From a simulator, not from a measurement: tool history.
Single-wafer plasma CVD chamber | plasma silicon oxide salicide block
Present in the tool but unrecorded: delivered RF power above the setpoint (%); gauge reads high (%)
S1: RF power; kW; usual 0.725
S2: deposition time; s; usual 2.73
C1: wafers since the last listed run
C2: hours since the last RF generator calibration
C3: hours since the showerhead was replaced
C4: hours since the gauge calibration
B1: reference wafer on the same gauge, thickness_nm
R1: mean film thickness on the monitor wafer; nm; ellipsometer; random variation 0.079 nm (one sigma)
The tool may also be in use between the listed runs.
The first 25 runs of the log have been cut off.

run,hour,S1,S2,C1,C2,C3,C4,B1,R1
26,648.6,0.765,2.23,1301,1101.3,254.1,156.7,34.307,24.030
27,678.9,0.725,2.73,1153,1131.6,284.4,187.0,34.333,28.786
28,733.9,0.725,2.73,2093,1186.6,339.4,242.0,34.315,28.756
29,752.2,0.725,2.43,696,1204.9,357.7,260.3,34.321,25.685
# hour 765.7: RF generator calibrated
30,785.9,0.855,2.91,978,20.2,391.4,294.0,34.290,33.417
31,810.7,0.800,2.92,943,45.0,416.2,318.8,34.303,32.692
32,845.2,0.725,2.73,1313,79.5,450.7,353.3,34.321,29.455
33,867.9,0.660,2.73,863,102.2,473.4,376.0,34.312,28.604
34,903.4,0.725,2.26,1351,137.7,508.9,411.5,34.270,24.364
35,923.4,0.725,2.73,761,157.7,528.9,431.5,34.284,29.585
36,953.7,0.815,3.09,1153,188.0,559.2,461.8,34.292,34.790
37,974.8,0.645,2.45,803,209.1,580.3,482.9,34.281,25.245

Alternative continuations, all from the tool just after run 37; predict every row:
A,975.2,0.630,2.73,15,209.5,580.7,483.3,?,?
B,975.2,0.600,2.96,15,209.5,580.7,483.3,?,?
C,975.2,0.630,2.30,15,209.5,580.7,483.3,?,?

run,B1,R1
A,34.299,27.914
B,34.299,29.707
C,34.299,23.517
With no hidden state in the tool, these same runs would have given:
run,R1
A,28.122
B,29.929
C,23.692
